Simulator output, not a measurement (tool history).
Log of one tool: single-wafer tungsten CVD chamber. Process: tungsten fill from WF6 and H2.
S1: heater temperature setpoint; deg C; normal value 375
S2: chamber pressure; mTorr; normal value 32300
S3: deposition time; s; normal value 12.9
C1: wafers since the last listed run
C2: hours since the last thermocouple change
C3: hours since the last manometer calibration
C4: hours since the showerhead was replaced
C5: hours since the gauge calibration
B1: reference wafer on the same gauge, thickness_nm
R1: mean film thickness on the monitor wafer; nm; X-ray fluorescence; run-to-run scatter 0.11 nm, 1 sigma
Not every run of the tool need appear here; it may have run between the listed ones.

Run 1, hour 0.0: usual settings; C1 0; C2 1310.8; C3 1579.1; C4 1247.6; C5 1696.8; B1 29.421. Result: R1 25.017 nm.
Run 2, hour 78.3: usual settings; C1 2201; C2 1389.1; C3 1657.4; C4 1325.9; C5 1775.1; B1 29.465. Result: R1 25.121 nm.
Run 3, hour 143.8: usual settings; C1 1841; C2 1454.6; C3 1722.9; C4 1391.4; C5 1840.6; B1 29.500. Result: R1 24.928 nm.
Run 4, hour 205.4: usual settings; C1 1732; C2 1516.2; C3 1784.5; C4 1453.0; C5 1902.2; B1 29.482. Result: R1 25.194 nm.
Run 5, hour 286.7: usual settings but S1 366 deg C; C1 2286; C2 1597.5; C3 1865.8; C4 1534.3; C5 1983.5; B1 29.569. Result: R1 20.946 nm.
Run 6, hour 392.3: usual settings but S1 366 deg C; C1 2969; C2 1703.1; C3 1971.4; C4 1639.9; C5 2089.1; B1 29.528. Result: R1 21.028 nm.
Run 7, hour 431.6: usual settings but S1 366 deg C; C1 1105; C2 1742.4; C3 2010.7; C4 1679.2; C5 2128.4; B1 29.557. Result: R1 20.875 nm.
Run 8, hour 531.5: usual settings; C1 2809; C2 1842.3; C3 2110.6; C4 1779.1; C5 2228.3; B1 29.584. Result: R1 25.021 nm.
Run 9, hour 578.2: usual settings but S1 382 deg C, S2 25900 mTorr; C1 1313; C2 1889.0; C3 2157.3; C4 1825.8; C5 2275.0; B1 29.593. Result: R1 26.003 nm.
Run 10, hour 636.6: usual settings but S1 382 deg C, S2 25900 mTorr; C1 1642; C2 1947.4; C3 2215.7; C4 1884.2; C5 2333.4; B1 29.661. Result: R1 26.233 nm.
At hour 771.1: capacitance manometer re-zeroed and calibrated.
Run 11, hour 956.7: usual settings but S1 382 deg C, S2 25900 mTorr; C1 8775; C2 2267.5; C3 185.6; C4 2204.3; C5 2653.5; B1 29.691. Result: R1 26.251 nm.
Run 12, hour 1021.8: usual settings but S1 382 deg C; C1 1830; C2 2332.6; C3 250.7; C4 2269.4; C5 2718.6; B1 29.734. Result: R1 28.815 nm.
At hour 1043.8: thermocouple changed; heater temperature recalibrated.
Run 13, hour 1112.9: usual settings but S3 14.4 s; C1 2336; C2 69.1; C3 341.8; C4 2360.5; C5 2809.7; B1 29.744. Result: R1 28.160 nm.
Run 14, hour 1197.6: usual settings but S3 14.4 s; C1 2381; C2 153.8; C3 426.5; C4 2445.2; C5 2894.4; B1 29.811. Result: R1 28.136 nm.
Run 15, hour 1302.0: usual settings but S3 14.4 s; C1 2935; C2 258.2; C3 530.9; C4 2549.6; C5 2998.8; B1 29.806. Result: R1 28.522 nm.
Run 16, hour 1370.1: usual settings but S1 370 deg C; C1 1914; C2 326.3; C3 599.0; C4 2617.7; C5 3066.9; B1 29.814. Result: R1 22.884 nm.
Run 17, hour 1451.5: usual settings; C1 2288; C2 407.7; C3 680.4; C4 2699.1; C5 3148.3; B1 29.822. Result: R1 25.389 nm.
Run 18, hour 1523.5: usual settings but S1 369 deg C, S3 14.0 s; C1 2024; C2 479.7; C3 752.4; C4 2771.1; C5 3220.3; B1 29.870. Result: R1 24.379 nm.
Run 19, hour 1580.5: usual settings but S1 366 deg C, S2 27900 mTorr, S3 10.7 s; C1 1602; C2 536.7; C3 809.4; C4 2828.1; C5 3277.3; B1 29.865. Result: R1 16.515 nm.
Run 20, hour 1656.0: usual settings but S1 366 deg C, S2 25100 mTorr; C1 2122; C2 612.2; C3 884.9; C4 2903.6; C5 3352.8; B1 29.938. Result: R1 18.904 nm.
At hour 1741.3: showerhead replaced.
Run 21, hour 1760.5: usual settings but S1 369 deg C, S2 39100 mTorr; C1 2713; C2 716.7; C3 989.4; C4 19.2; C5 3457.3; B1 29.901. Result: R1 24.671 nm.
Run 22, hour 1841.2: usual settings but S1 384 deg C, S2 34800 mTorr; C1 2269; C2 797.4; C3 1070.1; C4 99.9; C5 3538.0; B1 29.992. Result: R1 31.291 nm.
Run 23, hour 1910.4: usual settings; C1 1945; C2 866.6; C3 1139.3; C4 169.1; C5 3607.2; B1 29.982. Result: R1 25.517 nm.
Run 24, hour 2004.8: usual settings but S1 370 deg C, S2 36200 mTorr, S3 12.1 s; C1 2654; C2 961.0; C3 1233.7; C4 263.5; C5 3701.6; B1 29.966. Result: R1 22.840 nm.
Run 25, hour 2061.9: usual settings; C1 1605; C2 1018.1; C3 1290.8; C4 320.6; C5 3758.7; B1 30.015. Result: R1 25.429 nm.
Run 26, hour 2100.8: usual settings; C1 1093; C2 1057.0; C3 1329.7; C4 359.5; C5 3797.6; B1 30.009. Result: R1 25.482 nm.
Run 27, hour 2174.5: usual settings but S2 37100 mTorr, S3 13.9 s; C1 2072; C2 1130.7; C3 1403.4; C4 433.2; C5 3871.3; B1 30.043. Result: R1 29.424 nm.
At hour 2212.5: gauge calibrated.
Run 28, hour 2266.0: usual settings but S1 379 deg C, S2 28300 mTorr, S3 11.2 s; C1 2572; C2 1222.2; C3 1494.9; C4 524.7; C5 53.5; B1 29.279. Result: R1 21.813 nm.
Run 29, hour 2343.1: usual settings but S1 363 deg C, S3 15.0 s; C1 2167; C2 1299.3; C3 1572.0; C4 601.8; C5 130.6; B1 29.299. Result: R1 22.776 nm.
Run 30, hour 2605.6: usual settings; C1 7381; C2 1561.8; C3 1834.5; C4 864.3; C5 393.1; B1 29.339. Result: R1 24.847 nm.
Run 31, hour 2700.1: usual settings but S3 15.2 s; C1 2657; C2 1656.3; C3 1929.0; C4 958.8; C5 487.6; B1 29.424. Result: R1 29.462 nm.
Run 32, hour 2754.5: usual settings but S1 370 deg C; C1 1529; C2 1710.7; C3 1983.4; C4 1013.2; C5 542.0; B1 29.420. Result: R1 22.689 nm.
Run 33, hour 2831.9: usual settings; C1 2176; C2 1788.1; C3 2060.8; C4 1090.6; C5 619.4; B1 29.430. Result: R1 25.007 nm.
At hour 2863.5: capacitance manometer re-zeroed and calibrated.
Run 34, hour 2918.1: usual settings but S1 381 deg C, S2 27500 mTorr, S3 11.4 s; C1 2198; C2 1874.3; C3 54.6; C4 1176.8; C5 705.6; B1 29.462. Result: R1 23.006 nm.
Run 35, hour 3023.2: usual settings but S1 388 deg C, S2 28400 mTorr; C1 2955; C2 1979.4; C3 159.7; C4 1281.9; C5 810.7; B1 29.471. Result: R1 30.380 nm.

Hidden condition of the tool, last listed run before each entry between runs versus first listed run after:
From run 10 to run 11: capacitance manometer re-zeroed and calibrated (hour 771.1)
  gauge reads high (%): 2.15 -> 2.46
  measured result minus the result with no hidden state, R1: +0.553 -> +0.630 nm
From run 12 to run 13: thermocouple changed; heater temperature recalibrated (hour 1043.8)
  gauge reads high (%): 2.52 -> 2.61
  measured result minus the result with no hidden state, R1: +0.709 -> +0.716 nm
From run 20 to run 21: showerhead replaced (hour 1741.3)
  gauge reads high (%): 3.13 -> 3.23
  measured result minus the result with no hidden state, R1: +0.574 -> +0.772 nm
From run 27 to run 28: gauge calibrated (hour 2212.5)
  gauge reads high (%): 3.63 -> 0.943
  measured result minus the result with no hidden state, R1: +1.030 -> +0.204 nm
From run 33 to run 34: capacitance manometer re-zeroed and calibrated (hour 2863.5)
  gauge reads high (%): 1.49 -> 1.57
  measured result minus the result with no hidden state, R1: +0.366 -> +0.355 nm
